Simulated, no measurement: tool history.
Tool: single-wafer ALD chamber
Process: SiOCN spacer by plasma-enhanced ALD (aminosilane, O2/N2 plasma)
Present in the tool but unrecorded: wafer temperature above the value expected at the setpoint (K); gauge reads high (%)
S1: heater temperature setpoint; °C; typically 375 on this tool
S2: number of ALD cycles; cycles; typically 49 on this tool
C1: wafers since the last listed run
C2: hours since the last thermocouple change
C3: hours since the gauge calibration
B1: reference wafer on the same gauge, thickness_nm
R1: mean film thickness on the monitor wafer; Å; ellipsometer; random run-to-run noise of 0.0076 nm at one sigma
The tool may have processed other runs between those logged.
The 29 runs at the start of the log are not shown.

run 30 hour=874.7 | S1=375 S2=49 | C1=142 C2=440.4 C3=134.5 | B1=3.285 | R1=30.58
run 31 hour=888.6 | S1=380 S2=59 | C1=104 C2=454.3 C3=148.4 | B1=3.286 | R1=36.83
run 32 hour=940.5 | S1=379 S2=49 | C1=391 C2=506.2 C3=200.3 | B1=3.289 | R1=30.59
run 33 hour=965.9 | S1=368 S2=49 | C1=191 C2=531.6 C3=225.7 | B1=3.286 | R1=30.51
run 34 hour=998.5 | S1=375 S2=40 | C1=246 C2=564.2 C3=258.3 | B1=3.287 | R1=25.11
run 35 hour=1040.1 | S1=389 S2=49 | C1=314 C2=605.8 C3=299.9 | B1=3.292 | R1=30.48
run 36 hour=1054.5 | S1=385 S2=40 | C1=108 C2=620.2 C3=314.3 | B1=3.294 | R1=25.03
run 37 hour=1080.3 | S1=375 S2=49 | C1=194 C2=646 C3=340.1 | B1=3.294 | R1=30.75
run 38 hour=1111.9 | S1=375 S2=58 | C1=238 C2=677.6 C3=371.7 | B1=3.297 | R1=36.47
run 39 hour=1143.6 | S1=362 S2=39 | C1=239 C2=709.3 C3=403.4 | B1=3.3 | R1=24.47
run 40 hour=1167.7 | S1=383 S2=54 | C1=181 C2=733.4 C3=427.5 | B1=3.299 | R1=33.75
run 41 hour=1191.2 | S1=362 S2=52 | C1=177 C2=756.9 C3=451 | B1=3.301 | R1=32.51
run 42 hour=1215.5 | S1=387 S2=49 | C1=183 C2=781.2 C3=475.3 | B1=3.303 | R1=30.76
run 43 hour=1243.1 | S1=375 S2=49 | C1=208 C2=808.8 C3=502.9 | B1=3.303 | R1=30.87
run 44 hour=1258.7 | S1=375 S2=52 | C1=117 C2=824.4 C3=518.5 | B1=3.305 | R1=32.65
run 45 hour=1291.5 | S1=369 S2=49 | C1=247 C2=857.2 C3=551.3 | B1=3.311 | R1=30.78
run 46 hour=1305.8 | S1=365 S2=46 | C1=107 C2=871.5 C3=565.6 | B1=3.306 | R1=28.97
run 47 hour=1323.4 | S1=389 S2=49 | C1=132 C2=889.1 C3=583.2 | B1=3.311 | R1=30.85
run 48 hour=1356 | S1=380 S2=47 | C1=246 C2=921.7 C3=615.8 | B1=3.312 | R1=29.55

Predict each of these 3 candidate next runs independently; none follows another, all start after run 48:
run A hour=1356.5 | S1=375 S2=46 | C1=3 C2=922.2 C3=616.3 | B1=? | R1=?
run B hour=1356.5 | S1=375 S2=55 | C1=3 C2=922.2 C3=616.3 | B1=? | R1=?
run C hour=1356.5 | S1=375 S2=57 | C1=3 C2=922.2 C3=616.3 | B1=? | R1=?

run=A B1=3.313 R1=28.77
run=B B1=3.313 R1=34.4
run=C B1=3.313 R1=35.65
What these runs would have given with no unlogged condition in the tool:
run=A R1=28.41
run=B R1=33.97
run=C R1=35.21
